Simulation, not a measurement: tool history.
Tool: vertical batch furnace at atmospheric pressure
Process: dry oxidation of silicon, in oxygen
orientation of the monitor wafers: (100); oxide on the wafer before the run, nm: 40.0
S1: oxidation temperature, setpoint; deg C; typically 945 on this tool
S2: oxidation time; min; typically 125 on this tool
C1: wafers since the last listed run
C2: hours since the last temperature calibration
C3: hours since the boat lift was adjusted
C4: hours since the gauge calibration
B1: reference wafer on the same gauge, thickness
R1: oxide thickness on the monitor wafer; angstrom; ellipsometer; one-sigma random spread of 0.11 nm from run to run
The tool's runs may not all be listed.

run	day	S1	S2	C1	C2	C3	C4	B1	R1
1	0	945	125	0	1842.3	3085	356.4	82.41	737.7
# day 0.792: gauge calibrated
2	2.162	945	111.5	403	1894.2	3136.9	32.9	82.39	704
3	2.721	945	125	104	1907.6	3150.3	46.3	82.4	738.5
4	3.342	945	125	115	1922.5	3165.2	61.2	82.4	739.6
5	3.867	945	125	97	1935.1	3177.8	73.8	82.41	741.1
6	4.558	945	147.5	128	1951.7	3194.4	90.4	82.41	797.9
7	5.45	945	147.5	166	1973.1	3215.8	111.8	82.39	796.8
8	6.917	936	125	273	2008.3	3251	147	82.4	705.3
9	7.792	936	125	163	2029.3	3272	168	82.39	708.5
10	8.742	926	104.5	177	2052.1	3294.8	190.8	82.4	625.2
# day 10.725: thermocouples replaced and temperature profile calibrated
11	10.746	963	82	187	0.5	3342.9	238.9	82.4	661.7
12	10.983	967	171	44	6.2	3348.6	244.6	82.38	935.5
# day 12.788: boat lift adjusted
13	12.808	945	125	153	50	0.5	288.4	82.4	723.6
14	13.046	967	76	44	55.7	6.2	294.1	82.41	653.6
15	13.9	934	101.5	159	76.2	26.7	314.6	82.39	630.1
# day 15.138: gauge calibrated
16	15.362	967	76	272	111.3	61.8	5.4	82.42	653.4
17	16.321	924	154	178	134.3	84.8	28.4	82.42	694.6
18	16.879	945	87.5	104	147.7	98.2	41.8	82.4	628.4

For run 19, what comes out?
19	18.233	964	75	252	180.2	130.7	74.3	?	?

Run 19 measured B1 82.38, R1 642.3 angstrom.
Had the tool carried no hidden state, the very same run would have given R1 641.4 angstrom.
